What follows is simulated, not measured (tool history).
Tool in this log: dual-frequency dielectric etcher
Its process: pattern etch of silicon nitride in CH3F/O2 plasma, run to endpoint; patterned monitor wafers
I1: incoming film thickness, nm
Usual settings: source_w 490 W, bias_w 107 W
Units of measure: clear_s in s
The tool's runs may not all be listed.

Run 1, day 0.000: usual settings; I1 54.5. Result: clear_s 46.8 s.
Run 2, day 0.504: usual settings; I1 54.9. Result: clear_s 47.0 s.
Run 3, day 1.029: usual settings but source_w 410 W; I1 54.5. Result: clear_s 50.9 s.
Run 4, day 1.754: usual settings but source_w 410 W; I1 54.3. Result: clear_s 51.2 s.
Run 5, day 2.283: usual settings but source_w 560 W; I1 54.3. Result: clear_s 43.3 s.
Run 6, day 3.012: usual settings but source_w 560 W; I1 54.4. Result: clear_s 42.7 s.
Run 7, day 3.512: usual settings; I1 54.9. Result: clear_s 47.7 s.
At day 4.704: upper electrode replaced, of another model than before.
Run 8, day 4.725: usual settings; I1 54.3. Result: clear_s 46.7 s.
Run 9, day 4.742: usual settings; I1 54.6. Result: clear_s 46.3 s.
Run 10, day 5.054: usual settings but source_w 540 W; I1 54.1. Result: clear_s 44.9 s.
At day 6.075: source power generator calibrated.
At day 6.225: wet clean of the chamber.
Run 11, day 6.246: usual settings; I1 54.1. Result: clear_s 47.9 s.
Run 12, day 6.258: usual settings but source_w 440 W; I1 54.7. Result: clear_s 50.7 s.
Run 13, day 6.758: usual settings; I1 54.7. Result: clear_s 48.5 s.
Run 14, day 7.400: usual settings; I1 54.3. Result: clear_s 47.7 s.
Run 15, day 8.046: usual settings; I1 54.8. Result: clear_s 47.8 s.
Run 16, day 8.396: usual settings but source_w 540 W, bias_w 132 W; I1 54.6. Result: clear_s 44.8 s.
Run 17, day 9.038: usual settings; I1 53.9. Result: clear_s 47.5 s.
Run 18, day 11.025: usual settings but bias_w 81 W; I1 54.7. Result: clear_s 50.6 s.
Run 19, day 11.625: usual settings but source_w 590 W, bias_w 132 W; I1 53.4. Result: clear_s 41.9 s.
Run 20, day 12.229: usual settings; I1 54.4. Result: clear_s 48.0 s.
Run 21, day 12.842: usual settings but source_w 560 W; I1 54.3. Result: clear_s 44.9 s.
At day 14.621: bias power generator calibrated.
Run 22, day 14.762: usual settings but source_w 400 W; I1 54.1. Result: clear_s 50.1 s.
Run 23, day 15.338: usual settings but source_w 590 W, bias_w 127 W; I1 54.2. Result: clear_s 42.4 s.
Run 24, day 15.800: usual settings but source_w 580 W, bias_w 90 W; I1 54.4. Result: clear_s 46.1 s.
Run 25, day 16.504: usual settings but bias_w 90 W; I1 54.5. Result: clear_s 49.4 s.
Run 26, day 17.246: usual settings; I1 54.7. Result: clear_s 47.6 s.
Run 27, day 17.608: usual settings but source_w 530 W, bias_w 122 W; I1 55.0. Result: clear_s 44.7 s.
Run 28, day 18.358: usual settings; I1 54.2. Result: clear_s 46.8 s.
Run 29, day 18.983: usual settings; I1 54.7. Result: clear_s 46.6 s.
Run 30, day 19.317: usual settings; I1 53.9. Result: clear_s 46.6 s.
Run 31, day 19.733: usual settings but source_w 540 W, bias_w 92 W; I1 54.5. Result: clear_s 47.4 s.
Run 32, day 20.329: usual settings but source_w 570 W, bias_w 95 W; I1 54.1. Result: clear_s 45.1 s.
Run 33, day 20.892: usual settings but source_w 450 W; I1 54.4. Result: clear_s 48.1 s.
Run 34, day 21.312: usual settings; I1 54.3. Result: clear_s 46.3 s.
Run 35, day 21.821: usual settings but source_w 550 W, bias_w 87 W; I1 54.3. Result: clear_s 47.8 s.
Run 36, day 22.258: usual settings but source_w 520 W, bias_w 128 W; I1 54.2. Result: clear_s 43.8 s.

Below are 3 alternative next runs, each starting from the tool's condition after run 36. Predict each:
Run A, day 22.279: usual settings; I1 54.4. Result: clear_s ?.
Run B, day 22.279: usual settings but source_w 380 W, bias_w 132 W; I1 54.4. Result: clear_s ?.
Run C, day 22.279: usual settings but source_w 460 W, bias_w 120 W; I1 54.4. Result: clear_s ?.

run  clear_s
  A     47.6
  B     49.9
  C     47.5
Stripped of hidden state, with their random variation kept, the same runs would have yielded:
run  clear_s
  A     48.5
  B     50.9
  C     48.4
